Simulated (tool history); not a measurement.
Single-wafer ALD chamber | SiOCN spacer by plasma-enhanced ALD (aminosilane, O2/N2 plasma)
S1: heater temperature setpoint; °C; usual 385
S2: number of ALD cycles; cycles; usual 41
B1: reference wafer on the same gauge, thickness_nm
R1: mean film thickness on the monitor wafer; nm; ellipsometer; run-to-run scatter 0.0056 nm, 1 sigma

Run 1, hour 0.0: usual settings but S1 391 °C; B1 1.910. Result: R1 2.261 nm.
Run 2, hour 7.1: usual settings but S1 391 °C; B1 1.910. Result: R1 2.272 nm.
At hour 15.6: gauge calibrated.
Run 3, hour 20.2: usual settings but S1 391 °C; B1 1.889. Result: R1 2.252 nm.
Run 4, hour 29.5: usual settings; B1 1.892. Result: R1 2.257 nm.
Run 5, hour 40.1: usual settings; B1 1.896. Result: R1 2.256 nm.
Run 6, hour 52.6: usual settings; B1 1.898. Result: R1 2.256 nm.
Run 7, hour 60.8: usual settings; B1 1.900. Result: R1 2.240 nm.
Run 8, hour 74.9: usual settings; B1 1.899. Result: R1 2.253 nm.
Run 9, hour 83.0: usual settings but S1 390 °C, S2 45 cycles; B1 1.901. Result: R1 2.480 nm.
Run 10, hour 89.0: usual settings; B1 1.900. Result: R1 2.267 nm.
At hour 108.4: thermocouple changed; heater temperature recalibrated.
Run 11, hour 108.9: usual settings; B1 1.902. Result: R1 2.259 nm.
Run 12, hour 120.2: usual settings; B1 1.905. Result: R1 2.248 nm.
Run 13, hour 136.8: usual settings; B1 1.904. Result: R1 2.262 nm.
Run 14, hour 146.1: usual settings but S1 372 °C; B1 1.904. Result: R1 2.267 nm.
Run 15, hour 163.2: usual settings but S2 48 cycles; B1 1.905. Result: R1 2.655 nm.
Run 16, hour 176.9: usual settings but S1 376 °C, S2 44 cycles; B1 1.908. Result: R1 2.435 nm.
Run 17, hour 224.9: usual settings; B1 1.909. Result: R1 2.257 nm.
Run 18, hour 235.3: usual settings; B1 1.906. Result: R1 2.262 nm.
At hour 235.5: gauge calibrated.
Run 19, hour 267.6: usual settings; B1 1.896. Result: R1 2.243 nm.
Run 20, hour 277.3: usual settings but S1 393 °C, S2 38 cycles; B1 1.898. Result: R1 2.083 nm.
Run 21, hour 294.9: usual settings but S1 374 °C; B1 1.899. Result: R1 2.254 nm.
Run 22, hour 312.9: usual settings but S2 46 cycles; B1 1.901. Result: R1 2.529 nm.
Run 23, hour 321.6: usual settings but S2 43 cycles; B1 1.901. Result: R1 2.373 nm.
Run 24, hour 330.7: usual settings; B1 1.901. Result: R1 2.251 nm.
Run 25, hour 339.5: usual settings but S2 33 cycles; B1 1.902. Result: R1 1.824 nm.
Run 26, hour 345.6: usual settings but S1 396 °C, S2 44 cycles; B1 1.903. Result: R1 2.428 nm.
Run 27, hour 357.9: usual settings but S1 391 °C, S2 37 cycles; B1 1.904. Result: R1 2.047 nm.

What if the next run were any one of these 3? Each begins from the tool's condition after run 27:
Run A, hour 358.4: usual settings but S1 395 °C; B1 ?. Result: R1 ?.
Run B, hour 358.4: usual settings but S1 371 °C, S2 38 cycles; B1 ?. Result: R1 ?.
Run C, hour 358.4: usual settings but S1 371 °C, S2 47 cycles; B1 ?. Result: R1 ?.

run     B1     R1
  A  1.904  2.259
  B  1.904  2.093
  C  1.904  2.589
Stripped of hidden state, with their random variation kept, the same runs would have yielded:
run     R1
  A  2.243
  B  2.079
  C  2.571
